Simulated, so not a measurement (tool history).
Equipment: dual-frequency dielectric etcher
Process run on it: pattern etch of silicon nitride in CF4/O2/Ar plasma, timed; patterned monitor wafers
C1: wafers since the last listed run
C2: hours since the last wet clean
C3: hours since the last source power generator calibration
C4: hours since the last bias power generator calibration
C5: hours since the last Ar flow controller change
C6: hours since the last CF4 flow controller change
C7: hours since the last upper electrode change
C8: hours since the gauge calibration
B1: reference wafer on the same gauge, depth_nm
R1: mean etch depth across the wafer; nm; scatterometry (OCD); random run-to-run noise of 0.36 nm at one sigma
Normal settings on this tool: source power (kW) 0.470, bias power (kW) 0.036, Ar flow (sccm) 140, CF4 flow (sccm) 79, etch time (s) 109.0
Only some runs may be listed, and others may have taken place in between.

{"run": 1, "hour": 0.0, "source power (kW)": 0.47, "bias power (kW)": 0.036, "Ar flow (sccm)": 140, "CF4 flow (sccm)": 79, "etch time (s)": 95.5, "C1": 0, "C2": 357.7, "C3": 2344.1, "C4": 32.0, "C5": 5797.3, "C6": 3797.6, "C7": 8.1, "C8": 265.1, "B1": 155.1, "R1": 140.2}
{"run": 2, "hour": 12.3, "source power (kW)": 0.47, "bias power (kW)": 0.038, "Ar flow (sccm)": 158, "CF4 flow (sccm)": 86, "etch time (s)": 123.5, "C1": 144, "C2": 370.0, "C3": 2356.4, "C4": 44.3, "C5": 5809.6, "C6": 3809.9, "C7": 20.4, "C8": 277.4, "B1": 155.1, "R1": 184.7}
{"run": 3, "hour": 21.3, "source power (kW)": 0.43, "bias power (kW)": 0.03, "Ar flow (sccm)": 140, "CF4 flow (sccm)": 87, "etch time (s)": 109.0, "C1": 105, "C2": 379.0, "C3": 2365.4, "C4": 53.3, "C5": 5818.6, "C6": 3818.9, "C7": 29.4, "C8": 286.4, "B1": 155.0, "R1": 132.0}
{"run": 4, "hour": 37.1, "source power (kW)": 0.47, "bias power (kW)": 0.036, "Ar flow (sccm)": 140, "CF4 flow (sccm)": 79, "etch time (s)": 109.0, "C1": 185, "C2": 394.8, "C3": 2381.2, "C4": 69.1, "C5": 5834.4, "C6": 3834.7, "C7": 45.2, "C8": 302.2, "B1": 155.0, "R1": 160.2}
{"run": 5, "hour": 47.2, "source power (kW)": 0.47, "bias power (kW)": 0.033, "Ar flow (sccm)": 140, "CF4 flow (sccm)": 86, "etch time (s)": 109.0, "C1": 118, "C2": 404.9, "C3": 2391.3, "C4": 79.2, "C5": 5844.5, "C6": 3844.8, "C7": 55.3, "C8": 312.3, "B1": 155.1, "R1": 153.5}
{"run": 6, "hour": 62.5, "source power (kW)": 0.47, "bias power (kW)": 0.036, "Ar flow (sccm)": 140, "CF4 flow (sccm)": 79, "etch time (s)": 109.0, "C1": 179, "C2": 420.2, "C3": 2406.6, "C4": 94.5, "C5": 5859.8, "C6": 3860.1, "C7": 70.6, "C8": 327.6, "B1": 154.9, "R1": 160.0}
{"run": 7, "hour": 69.6, "source power (kW)": 0.51, "bias power (kW)": 0.036, "Ar flow (sccm)": 171, "CF4 flow (sccm)": 79, "etch time (s)": 109.0, "C1": 83, "C2": 427.3, "C3": 2413.7, "C4": 101.6, "C5": 5866.9, "C6": 3867.2, "C7": 77.7, "C8": 334.7, "B1": 154.8, "R1": 166.9}
{"run": 8, "hour": 81.2, "source power (kW)": 0.47, "bias power (kW)": 0.036, "Ar flow (sccm)": 140, "CF4 flow (sccm)": 79, "etch time (s)": 109.0, "C1": 136, "C2": 438.9, "C3": 2425.3, "C4": 113.2, "C5": 5878.5, "C6": 3878.8, "C7": 89.3, "C8": 346.3, "B1": 155.0, "R1": 160.2}
{"hour": 104.9, "done": "CF4 flow controller replaced"}
{"hour": 108.6, "done": "wet clean of the chamber"}
{"run": 9, "hour": 109.1, "source power (kW)": 0.47, "bias power (kW)": 0.036, "Ar flow (sccm)": 153, "CF4 flow (sccm)": 79, "etch time (s)": 109.0, "C1": 213, "C2": 0.5, "C3": 2453.2, "C4": 141.1, "C5": 5906.4, "C6": 4.2, "C7": 117.2, "C8": 374.2, "B1": 154.9, "R1": 156.8}
{"run": 10, "hour": 109.5, "source power (kW)": 0.47, "bias power (kW)": 0.033, "Ar flow (sccm)": 168, "CF4 flow (sccm)": 72, "etch time (s)": 109.0, "C1": 4, "C2": 0.9, "C3": 2453.6, "C4": 141.5, "C5": 5906.8, "C6": 4.6, "C7": 117.6, "C8": 374.6, "B1": 155.2, "R1": 142.6}
{"run": 11, "hour": 117.2, "source power (kW)": 0.47, "bias power (kW)": 0.036, "Ar flow (sccm)": 160, "CF4 flow (sccm)": 79, "etch time (s)": 126.0, "C1": 90, "C2": 8.6, "C3": 2461.3, "C4": 149.2, "C5": 5914.5, "C6": 12.3, "C7": 125.3, "C8": 382.3, "B1": 155.1, "R1": 179.0}
{"hour": 125.4, "done": "gauge calibrated"}
{"run": 12, "hour": 129.4, "source power (kW)": 0.47, "bias power (kW)": 0.036, "Ar flow (sccm)": 140, "CF4 flow (sccm)": 79, "etch time (s)": 109.0, "C1": 143, "C2": 20.8, "C3": 2473.5, "C4": 161.4, "C5": 5926.7, "C6": 24.5, "C7": 137.5, "C8": 4.0, "B1": 155.1, "R1": 160.2}
{"run": 13, "hour": 144.1, "source power (kW)": 0.47, "bias power (kW)": 0.034, "Ar flow (sccm)": 140, "CF4 flow (sccm)": 70, "etch time (s)": 136.5, "C1": 172, "C2": 35.5, "C3": 2488.2, "C4": 176.1, "C5": 5941.4, "C6": 39.2, "C7": 152.2, "C8": 18.7, "B1": 155.0, "R1": 190.1}
{"hour": 151.5, "done": "source power generator calibrated"}
{"hour": 152.0, "done": "Ar flow controller replaced"}
{"run": 14, "hour": 152.5, "source power (kW)": 0.47, "bias power (kW)": 0.044, "Ar flow (sccm)": 108, "CF4 flow (sccm)": 79, "etch time (s)": 109.0, "C1": 46, "C2": 43.9, "C3": 1.0, "C4": 184.5, "C5": 0.5, "C6": 47.6, "C7": 160.6, "C8": 27.1, "B1": 155.1, "R1": 190.8}
{"run": 15, "hour": 161.6, "source power (kW)": 0.47, "bias power (kW)": 0.036, "Ar flow (sccm)": 140, "CF4 flow (sccm)": 79, "etch time (s)": 95.5, "C1": 106, "C2": 53.0, "C3": 10.1, "C4": 193.6, "C5": 9.6, "C6": 56.7, "C7": 169.7, "C8": 36.2, "B1": 154.9, "R1": 140.0}
{"run": 16, "hour": 176.5, "source power (kW)": 0.47, "bias power (kW)": 0.04, "Ar flow (sccm)": 155, "CF4 flow (sccm)": 84, "etch time (s)": 84.0, "C1": 174, "C2": 67.9, "C3": 25.0, "C4": 208.5, "C5": 24.5, "C6": 71.6, "C7": 184.6, "C8": 51.1, "B1": 155.0, "R1": 129.7}
{"run": 17, "hour": 193.3, "source power (kW)": 0.47, "bias power (kW)": 0.036, "Ar flow (sccm)": 151, "CF4 flow (sccm)": 79, "etch time (s)": 96.5, "C1": 197, "C2": 84.7, "C3": 41.8, "C4": 225.3, "C5": 41.3, "C6": 88.4, "C7": 201.4, "C8": 67.9, "B1": 154.9, "R1": 139.1}
{"run": 18, "hour": 211.2, "source power (kW)": 0.38, "bias power (kW)": 0.036, "Ar flow (sccm)": 120, "CF4 flow (sccm)": 71, "etch time (s)": 90.0, "C1": 210, "C2": 102.6, "C3": 59.7, "C4": 243.2, "C5": 59.2, "C6": 106.3, "C7": 219.3, "C8": 85.8, "B1": 155.0, "R1": 107.4}
{"run": 19, "hour": 217.2, "source power (kW)": 0.47, "bias power (kW)": 0.036, "Ar flow (sccm)": 140, "CF4 flow (sccm)": 79, "etch time (s)": 109.0, "C1": 70, "C2": 108.6, "C3": 65.7, "C4": 249.2, "C5": 65.2, "C6": 112.3, "C7": 225.3, "C8": 91.8, "B1": 155.2, "R1": 160.0}
{"run": 20, "hour": 223.8, "source power (kW)": 0.47, "bias power (kW)": 0.032, "Ar flow (sccm)": 129, "CF4 flow (sccm)": 94, "etch time (s)": 118.5, "C1": 77, "C2": 115.2, "C3": 72.3, "C4": 255.8, "C5": 71.8, "C6": 118.9, "C7": 231.9, "C8": 98.4, "B1": 154.8, "R1": 170.0}
{"run": 21, "hour": 241.7, "source power (kW)": 0.47, "bias power (kW)": 0.036, "Ar flow (sccm)": 140, "CF4 flow (sccm)": 79, "etch time (s)": 109.0, "C1": 210, "C2": 133.1, "C3": 90.2, "C4": 273.7, "C5": 89.7, "C6": 136.8, "C7": 249.8, "C8": 116.3, "B1": 154.7, "R1": 159.8}

4 options for the next run, each taken on its own from the tool as it stands now. Forecast them:
{"run": "A", "hour": 242.1, "source power (kW)": 0.47, "bias power (kW)": 0.036, "Ar flow (sccm)": 140, "CF4 flow (sccm)": 79, "etch time (s)": 109.0, "C1": 4, "C2": 133.5, "C3": 90.6, "C4": 274.1, "C5": 90.1, "C6": 137.2, "C7": 250.2, "C8": 116.7, "B1": "?", "R1": "?"}
{"run": "B", "hour": 242.1, "source power (kW)": 0.47, "bias power (kW)": 0.036, "Ar flow (sccm)": 140, "CF4 flow (sccm)": 79, "etch time (s)": 127.0, "C1": 4, "C2": 133.5, "C3": 90.6, "C4": 274.1, "C5": 90.1, "C6": 137.2, "C7": 250.2, "C8": 116.7, "B1": "?", "R1": "?"}
{"run": "C", "hour": 242.1, "source power (kW)": 0.47, "bias power (kW)": 0.036, "Ar flow (sccm)": 140, "CF4 flow (sccm)": 66, "etch time (s)": 87.0, "C1": 4, "C2": 133.5, "C3": 90.6, "C4": 274.1, "C5": 90.1, "C6": 137.2, "C7": 250.2, "C8": 116.7, "B1": "?", "R1": "?"}
{"run": "D", "hour": 242.1, "source power (kW)": 0.47, "bias power (kW)": 0.033, "Ar flow (sccm)": 157, "CF4 flow (sccm)": 79, "etch time (s)": 109.0, "C1": 4, "C2": 133.5, "C3": 90.6, "C4": 274.1, "C5": 90.1, "C6": 137.2, "C7": 250.2, "C8": 116.7, "B1": "?", "R1": "?"}

run=A B1=155.1 R1=160.0
run=B B1=155.1 R1=186.5
run=C B1=155.1 R1=124.4
run=D B1=155.1 R1=147.4
What these runs would have given with no unlogged condition in the tool:
run=A R1=160.0
run=B R1=186.5
run=C R1=124.4
run=D R1=147.4

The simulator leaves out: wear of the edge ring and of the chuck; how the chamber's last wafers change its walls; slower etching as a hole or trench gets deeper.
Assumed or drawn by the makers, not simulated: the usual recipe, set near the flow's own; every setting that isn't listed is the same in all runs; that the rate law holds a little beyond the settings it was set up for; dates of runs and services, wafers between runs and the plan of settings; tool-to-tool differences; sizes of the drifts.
